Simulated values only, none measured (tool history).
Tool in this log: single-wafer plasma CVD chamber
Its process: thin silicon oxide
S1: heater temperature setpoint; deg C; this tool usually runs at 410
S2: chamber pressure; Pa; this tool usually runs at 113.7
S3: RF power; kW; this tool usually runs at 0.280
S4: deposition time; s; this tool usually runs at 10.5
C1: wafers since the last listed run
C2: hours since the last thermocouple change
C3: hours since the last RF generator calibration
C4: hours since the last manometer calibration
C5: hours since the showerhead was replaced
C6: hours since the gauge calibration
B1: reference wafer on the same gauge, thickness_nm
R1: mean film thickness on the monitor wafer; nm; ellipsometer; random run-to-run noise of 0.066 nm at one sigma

Run 1, hour 0.0: usual settings; C1 0; C2 1979.6; C3 1807.7; C4 1083.2; C5 3877.2; C6 518.6; B1 21.077. Result: R1 20.044 nm.
Run 2, hour 24.8: usual settings but S4 8.9 s; C1 708; C2 2004.4; C3 1832.5; C4 1108.0; C5 3902.0; C6 543.4; B1 21.097. Result: R1 17.038 nm.
Run 3, hour 45.0: usual settings but S4 8.9 s; C1 577; C2 2024.6; C3 1852.7; C4 1128.2; C5 3922.2; C6 563.6; B1 21.088. Result: R1 17.117 nm.
Run 4, hour 76.1: usual settings but S4 8.9 s; C1 888; C2 2055.7; C3 1883.8; C4 1159.3; C5 3953.3; C6 594.7; B1 21.110. Result: R1 17.056 nm.
Run 5, hour 90.8: usual settings; C1 419; C2 2070.4; C3 1898.5; C4 1174.0; C5 3968.0; C6 609.4; B1 21.111. Result: R1 20.042 nm.
Run 6, hour 110.8: usual settings; C1 571; C2 2090.4; C3 1918.5; C4 1194.0; C5 3988.0; C6 629.4; B1 21.063. Result: R1 20.011 nm.
Run 7, hour 137.2: usual settings; C1 754; C2 2116.8; C3 1944.9; C4 1220.4; C5 4014.4; C6 655.8; B1 21.106. Result: R1 20.141 nm.
Run 8, hour 161.8: usual settings; C1 702; C2 2141.4; C3 1969.5; C4 1245.0; C5 4039.0; C6 680.4; B1 21.086. Result: R1 20.043 nm.
Run 9, hour 185.4: usual settings; C1 674; C2 2165.0; C3 1993.1; C4 1268.6; C5 4062.6; C6 704.0; B1 21.093. Result: R1 19.889 nm.
Run 10, hour 211.8: usual settings; C1 754; C2 2191.4; C3 2019.5; C4 1295.0; C5 4089.0; C6 730.4; B1 21.112. Result: R1 19.912 nm.
Run 11, hour 231.5: usual settings; C1 562; C2 2211.1; C3 2039.2; C4 1314.7; C5 4108.7; C6 750.1; B1 21.114. Result: R1 19.902 nm.
Run 12, hour 249.3: usual settings; C1 508; C2 2228.9; C3 2057.0; C4 1332.5; C5 4126.5; C6 767.9; B1 21.080. Result: R1 19.974 nm.
At hour 260.1: showerhead replaced.
At hour 278.9: RF generator calibrated.
Run 13, hour 279.4: usual settings; C1 402; C2 2259.0; C3 0.5; C4 1362.6; C5 19.3; C6 798.0; B1 21.089. Result: R1 19.783 nm.
At hour 289.8: gauge calibrated.
Run 14, hour 302.8: usual settings; C1 668; C2 2282.4; C3 23.9; C4 1386.0; C5 42.7; C6 13.0; B1 21.109. Result: R1 19.890 nm.
Run 15, hour 326.2: usual settings but S1 422 deg C, S2 134.1 Pa; C1 668; C2 2305.8; C3 47.3; C4 1409.4; C5 66.1; C6 36.4; B1 21.123. Result: R1 22.009 nm.
Run 16, hour 356.4: usual settings but S1 395 deg C, S2 141.6 Pa, S3 0.235 kW, S4 9.3 s; C1 862; C2 2336.0; C3 77.5; C4 1439.6; C5 96.3; C6 66.6; B1 21.101. Result: R1 19.041 nm.
At hour 368.5: thermocouple changed; heater temperature recalibrated.
Run 17, hour 391.1: usual settings; C1 762; C2 22.6; C3 112.2; C4 1474.3; C5 131.0; C6 101.3; B1 21.088. Result: R1 19.829 nm.
Run 18, hour 413.7: usual settings but S1 395 deg C, S2 86.5 Pa; C1 645; C2 45.2; C3 134.8; C4 1496.9; C5 153.6; C6 123.9; B1 21.103. Result: R1 16.288 nm.
At hour 451.3: capacitance manometer re-zeroed and calibrated.
Run 19, hour 451.8: usual settings but S2 106.3 Pa, S3 0.305 kW; C1 859; C2 83.3; C3 172.9; C4 0.5; C5 191.7; C6 162.0; B1 21.081. Result: R1 20.702 nm.
Run 20, hour 469.2: usual settings but S4 9.6 s; C1 497; C2 100.7; C3 190.3; C4 17.9; C5 209.1; C6 179.4; B1 21.107. Result: R1 19.078 nm.
Run 21, hour 482.8: usual settings but S1 414 deg C, S2 140.7 Pa, S3 0.260 kW; C1 388; C2 114.3; C3 203.9; C4 31.5; C5 222.7; C6 193.0; B1 21.097. Result: R1 23.264 nm.
Run 22, hour 565.0: usual settings but S2 102.8 Pa, S4 8.9 s; C1 2348; C2 196.5; C3 286.1; C4 113.7; C5 304.9; C6 275.2; B1 21.107. Result: R1 16.442 nm.
Run 23, hour 591.7: usual settings but S1 421 deg C; C1 762; C2 223.2; C3 312.8; C4 140.4; C5 331.6; C6 301.9; B1 21.075. Result: R1 20.739 nm.
Run 24, hour 611.2: usual settings but S1 406 deg C, S2 140.5 Pa, S3 0.225 kW, S4 9.4 s; C1 557; C2 242.7; C3 332.3; C4 159.9; C5 351.1; C6 321.4; B1 21.093. Result: R1 19.568 nm.
Run 25, hour 633.0: usual settings; C1 622; C2 264.5; C3 354.1; C4 181.7; C5 372.9; C6 343.2; B1 21.097. Result: R1 20.797 nm.
Run 26, hour 668.4: usual settings but S3 0.265 kW, S4 9.8 s; C1 1011; C2 299.9; C3 389.5; C4 217.1; C5 408.3; C6 378.6; B1 21.093. Result: R1 18.938 nm.
Run 27, hour 702.3: usual settings; C1 968; C2 333.8; C3 423.4; C4 251.0; C5 442.2; C6 412.5; B1 21.098. Result: R1 20.923 nm.
Run 28, hour 733.2: usual settings but S2 86.4 Pa, S3 0.265 kW; C1 882; C2 364.7; C3 454.3; C4 281.9; C5 473.1; C6 443.4; B1 21.097. Result: R1 16.780 nm.
Run 29, hour 752.6: usual settings but S3 0.250 kW, S4 8.9 s; C1 554; C2 384.1; C3 473.7; C4 301.3; C5 492.5; C6 462.8; B1 21.108. Result: R1 16.812 nm.
Run 30, hour 782.3: usual settings but S3 0.225 kW; C1 848; C2 413.8; C3 503.4; C4 331.0; C5 522.2; C6 492.5; B1 21.120. Result: R1 18.922 nm.

3 options for the next run, each taken on its own from the tool as it stands now. Forecast them:
Run A, hour 782.7: usual settings; C1 11; C2 414.2; C3 503.8; C4 331.4; C5 522.6; C6 492.9; B1 ?. Result: R1 ?.
Run B, hour 782.7: usual settings but S2 135.7 Pa, S3 0.335 kW, S4 11.2 s; C1 11; C2 414.2; C3 503.8; C4 331.4; C5 522.6; C6 492.9; B1 ?. Result: R1 ?.
Run C, hour 782.7: usual settings but S2 104.3 Pa; C1 11; C2 414.2; C3 503.8; C4 331.4; C5 522.6; C6 492.9; B1 ?. Result: R1 ?.

run      B1      R1
  A  21.138  20.755
  B  21.138  26.631
  C  21.138  19.549
With the hidden condition removed and each run's random variation left untouched, the same runs would have given:
run      R1
  A  21.076
  B  27.032
  C  19.889

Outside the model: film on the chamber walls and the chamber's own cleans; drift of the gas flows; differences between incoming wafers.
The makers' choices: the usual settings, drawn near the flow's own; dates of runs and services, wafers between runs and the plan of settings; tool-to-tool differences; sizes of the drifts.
